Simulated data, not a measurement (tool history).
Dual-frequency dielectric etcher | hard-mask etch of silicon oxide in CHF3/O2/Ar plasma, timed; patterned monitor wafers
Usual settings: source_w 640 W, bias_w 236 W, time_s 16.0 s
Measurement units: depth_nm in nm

run	hour	source_w	bias_w	time_s	read-back reference wafer on the same gauge, depth_nm	depth_nm
1	0.0	640	236	16.0	31.34	37.38
2	91.8	640	236	16.0	31.47	37.86
# hour 132.0: wet clean of the chamber
3	151.1	640	236	16.0	31.26	35.92
4	221.1	640	236	16.0	31.28	36.40
# hour 458.3: gauge calibrated
5	470.0	640	236	14.5	31.44	33.02
# hour 483.6: bias power generator calibrated
6	509.6	640	236	14.5	31.37	32.90
7	605.9	640	236	14.5	31.42	32.82
# hour 640.3: upper electrode replaced
# hour 683.8: wet clean of the chamber
8	692.4	640	217	16.0	31.43	35.63
# hour 721.1: source power generator calibrated
9	751.7	640	283	16.0	31.33	37.60
10	799.1	740	236	12.0	31.49	28.80
11	843.0	640	236	16.0	31.36	36.15
12	920.5	520	213	14.0	31.46	28.58
13	993.4	640	268	16.0	31.38	37.15
14	1039.3	640	205	12.0	31.50	27.06

Hidden state or all else? Some run-to-run changes of depth_nm, split into what the settings, what came in and random variation would give without the hidden state, and what is left for the hidden state (with any gauge scatter that isn't in both results):
The hidden state here: etch rate over this chamber's usual, %; source power that arrives over what is set, %; bias power that arrives over what is set, %; gauge reads high (%).
Run 2 -> 3: wet clean of the chamber. depth_nm -1.94 nm: hidden state -1.76, all else -0.18.
Run 13 -> 14: bias_w 268 -> 205, time_s 16.0 -> 12.0. depth_nm -10.09 nm: hidden state -0.09, all else -10.00.

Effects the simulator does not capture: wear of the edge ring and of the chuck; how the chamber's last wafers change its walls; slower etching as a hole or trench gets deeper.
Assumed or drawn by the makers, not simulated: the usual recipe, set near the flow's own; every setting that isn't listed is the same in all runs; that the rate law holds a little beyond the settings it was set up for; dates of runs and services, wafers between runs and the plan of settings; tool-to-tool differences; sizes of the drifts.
